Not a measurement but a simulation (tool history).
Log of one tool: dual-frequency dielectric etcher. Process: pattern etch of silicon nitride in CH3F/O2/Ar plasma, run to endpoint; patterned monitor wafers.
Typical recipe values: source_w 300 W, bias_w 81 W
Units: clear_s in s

run	hour	source_w	bias_w	incoming incoming film thickness, nm	clear_s
1	0	300	81	40.38	65.7
2	69.5	300	81	41.13	67.4
3	171.8	300	81	40.53	66.4
4	233	300	81	40.58	66.6
5	299.5	300	81	40.96	67.5
# hour 329.7: wet clean of the chamber
6	355.2	300	81	40.52	65.2
7	418.8	300	72	41.14	70
8	518.9	300	72	40.72	69.6
9	596.9	300	72	40.53	69.3
10	689.9	300	66	40.67	72
11	787.1	300	66	40.46	71.6
12	884.1	300	66	40.8	73.1
# hour 893.4: source power generator calibrated
# hour 906.5: bias power generator calibrated
# hour 916.3: wet clean of the chamber
13	987.1	300	81	40.83	66.5
14	1039.6	300	81	40.81	66.5
15	1109.1	300	81	40.57	66
16	1206.7	340	91	40.28	60
17	1303.8	300	81	40.71	66.8
18	1375	360	71	40.75	66
19	1431.2	280	97	40.57	64.1
20	1529.4	230	66	40.79	80.6
21	1569.4	300	97	40.36	62.3
# hour 1610.1: wet clean of the chamber
22	1638.3	330	99	40.86	59.1
23	1708.6	300	81	40.4	66.1
24	1775.2	350	70	41.13	66.9
25	1832.8	360	62	40.4	67.8
26	1871.6	270	73	40.89	72.3
27	1962.8	300	81	40.39	66
# hour 1988: upper electrode replaced
28	2011.6	300	67	40.84	72.5
29	2088.4	300	81	40.95	68.4
30	2194.4	250	81	40.51	71.4
# hour 2227.5: wet clean of the chamber
31	2234.1	270	81	40.83	69
32	2317.4	250	71	40.83	74.8
33	2466.3	300	99	40.25	60.7
34	2703.1	370	81	40.37	61.4
35	2768.5	370	97	40.69	57.7
36	2869.3	340	81	40.85	64.4

A few steps of clear_s between consecutive runs. Split each: what settings, incoming material and random variation would produce without the hidden state, and what is left over for the hidden state, along with gauge scatter present in only one of the two compared results (measured, and without hidden state):
Unlogged tool condition in this case: etch rate over this chamber's usual, %; source power that arrives over what is set, %; bias power that arrives over what is set, %.
Run 5 -> 6: wet clean of the chamber. clear_s -2.3 s: hidden state -1.7, all else -0.6.
Run 19 -> 20: source_w 280 -> 230, bias_w 97 -> 66. clear_s +16.5 s: hidden state +0.6, all else +15.9.
Run 20 -> 21: source_w 230 -> 300, bias_w 66 -> 97. clear_s -18.3 s: hidden state -0.3, all else -18.
Run 21 -> 22: source_w 300 -> 330, bias_w 97 -> 99, wet clean of the chamber. clear_s -3.2 s: hidden state -1.3, all else -1.9.
Run 30 -> 31: source_w 250 -> 270, wet clean of the chamber. clear_s -2.4 s: hidden state -1.8, all else -0.6.
Run 32 -> 33: source_w 250 -> 300, bias_w 71 -> 99. clear_s -14.1 s: hidden state +0.3, all else -14.4.
